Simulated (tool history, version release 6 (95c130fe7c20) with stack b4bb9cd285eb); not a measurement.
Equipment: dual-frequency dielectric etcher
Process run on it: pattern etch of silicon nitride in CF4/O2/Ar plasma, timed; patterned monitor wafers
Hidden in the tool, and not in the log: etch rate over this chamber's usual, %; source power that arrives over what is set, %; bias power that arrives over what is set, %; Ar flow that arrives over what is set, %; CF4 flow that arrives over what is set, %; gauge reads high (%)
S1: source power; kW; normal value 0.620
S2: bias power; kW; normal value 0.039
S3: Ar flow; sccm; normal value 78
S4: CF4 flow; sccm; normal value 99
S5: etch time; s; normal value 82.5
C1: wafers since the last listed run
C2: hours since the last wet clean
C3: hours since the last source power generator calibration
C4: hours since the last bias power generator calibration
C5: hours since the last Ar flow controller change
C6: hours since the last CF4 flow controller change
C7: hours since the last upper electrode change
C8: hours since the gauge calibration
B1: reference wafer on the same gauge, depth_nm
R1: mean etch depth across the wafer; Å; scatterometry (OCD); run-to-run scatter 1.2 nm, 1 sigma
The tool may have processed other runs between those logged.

| run | hour | S1 | S2 | S3 | S4 | S5 | C1 | C2 | C3 | C4 | C5 | C6 | C7 | C8 | B1 | R1 |
|---|---|---|---|---|---|---|---|---|---|---|---|---|---|---|---|---|
| 1 | 0.0 | 0.620 | 0.039 | 78 | 99 | 82.5 | 0 | 117.0 | 3694.3 | 1557.8 | 4423.9 | 5533.9 | 3854.2 | 233.8 | 223.0 | 1946 |
| 2 | 84.4 | 0.620 | 0.039 | 78 | 99 | 82.5 | 979 | 201.4 | 3778.7 | 1642.2 | 4508.3 | 5618.3 | 3938.6 | 318.2 | 223.0 | 1948 |
|  | 95.9 | source power generator calibrated |
|  | 105.8 | CF4 flow controller replaced |
| 3 | 106.3 | 0.620 | 0.039 | 78 | 99 | 82.5 | 138 | 223.3 | 10.4 | 1664.1 | 4530.2 | 0.5 | 3960.5 | 340.1 | 223.5 | 1953 |
| 4 | 126.7 | 0.620 | 0.039 | 78 | 99 | 82.5 | 236 | 243.7 | 30.8 | 1684.5 | 4550.6 | 20.9 | 3980.9 | 360.5 | 223.0 | 1960 |
| 5 | 160.5 | 0.620 | 0.039 | 90 | 99 | 82.5 | 392 | 277.5 | 64.6 | 1718.3 | 4584.4 | 54.7 | 4014.7 | 394.3 | 223.2 | 1910 |
|  | 171.6 | Ar flow controller replaced |
|  | 188.8 | upper electrode replaced |
| 6 | 189.3 | 0.620 | 0.039 | 78 | 99 | 82.5 | 65 | 306.3 | 93.4 | 1747.1 | 17.7 | 83.5 | 0.5 | 423.1 | 222.9 | 1990 |
| 7 | 223.8 | 0.620 | 0.039 | 78 | 99 | 82.5 | 400 | 340.8 | 127.9 | 1781.6 | 52.2 | 118.0 | 35.0 | 457.6 | 223.1 | 1984 |
| 8 | 240.3 | 0.510 | 0.039 | 69 | 99 | 82.5 | 191 | 357.3 | 144.4 | 1798.1 | 68.7 | 134.5 | 51.5 | 474.1 | 222.5 | 1746 |
| 9 | 256.0 | 0.620 | 0.039 | 59 | 99 | 97.0 | 182 | 373.0 | 160.1 | 1813.8 | 84.4 | 150.2 | 67.2 | 489.8 | 223.2 | 2486 |
| 10 | 271.0 | 0.620 | 0.039 | 95 | 99 | 82.5 | 174 | 388.0 | 175.1 | 1828.8 | 99.4 | 165.2 | 82.2 | 504.8 | 223.0 | 1900 |
|  | 279.6 | bias power generator calibrated |
| 11 | 316.2 | 0.490 | 0.039 | 69 | 93 | 82.5 | 478 | 433.2 | 220.3 | 36.6 | 144.6 | 210.4 | 127.4 | 550.0 | 222.9 | 1677 |
| 12 | 338.0 | 0.620 | 0.039 | 78 | 99 | 82.5 | 252 | 455.0 | 242.1 | 58.4 | 166.4 | 232.2 | 149.2 | 571.8 | 222.9 | 2003 |
|  | 339.4 | gauge calibrated |
| 13 | 366.8 | 0.620 | 0.030 | 61 | 118 | 107.0 | 334 | 483.8 | 270.9 | 87.2 | 195.2 | 261.0 | 178.0 | 27.4 | 222.9 | 2624 |
|  | 397.8 | wet clean of the chamber |
| 14 | 398.3 | 0.680 | 0.039 | 96 | 99 | 82.5 | 87 | 0.5 | 302.4 | 118.7 | 226.7 | 292.5 | 209.5 | 58.9 | 223.6 | 1970 |
| 15 | 443.6 | 0.510 | 0.039 | 78 | 99 | 82.5 | 525 | 45.8 | 347.7 | 164.0 | 272.0 | 337.8 | 254.8 | 104.2 | 223.0 | 1623 |
| 16 | 459.6 | 0.620 | 0.043 | 78 | 99 | 82.5 | 185 | 61.8 | 363.7 | 180.0 | 288.0 | 353.8 | 270.8 | 120.2 | 223.0 | 1980 |
| 17 | 491.4 | 0.660 | 0.039 | 94 | 99 | 82.5 | 369 | 93.6 | 395.5 | 211.8 | 319.8 | 385.6 | 302.6 | 152.0 | 222.6 | 1969 |
| 18 | 507.3 | 0.620 | 0.030 | 61 | 118 | 107.0 | 184 | 109.5 | 411.4 | 227.7 | 335.7 | 401.5 | 318.5 | 167.9 | 223.4 | 2478 |
| 19 | 522.1 | 0.620 | 0.039 | 78 | 99 | 82.5 | 171 | 124.3 | 426.2 | 242.5 | 350.5 | 416.3 | 333.3 | 182.7 | 223.3 | 1969 |
| 20 | 539.8 | 0.620 | 0.039 | 61 | 116 | 82.5 | 205 | 142.0 | 443.9 | 260.2 | 368.2 | 434.0 | 351.0 | 200.4 | 223.1 | 2079 |
| 21 | 559.6 | 0.620 | 0.039 | 78 | 99 | 82.5 | 229 | 161.8 | 463.7 | 280.0 | 388.0 | 453.8 | 370.8 | 220.2 | 222.6 | 1937 |

Had the tool no unlogged condition, and each run kept its random variation, what would the results have been?
| run | R1 |
|---|---|
| 1 | 1918 |
| 2 | 1905 |
| 3 | 1905 |
| 4 | 1909 |
| 5 | 1855 |
| 6 | 1927 |
| 7 | 1915 |
| 8 | 1683 |
| 9 | 2393 |
| 10 | 1827 |
| 11 | 1605 |
| 12 | 1914 |
| 13 | 2501 |
| 14 | 1969 |
| 15 | 1615 |
| 16 | 1968 |
| 17 | 1951 |
| 18 | 2451 |
| 19 | 1945 |
| 20 | 2051 |
| 21 | 1907 |

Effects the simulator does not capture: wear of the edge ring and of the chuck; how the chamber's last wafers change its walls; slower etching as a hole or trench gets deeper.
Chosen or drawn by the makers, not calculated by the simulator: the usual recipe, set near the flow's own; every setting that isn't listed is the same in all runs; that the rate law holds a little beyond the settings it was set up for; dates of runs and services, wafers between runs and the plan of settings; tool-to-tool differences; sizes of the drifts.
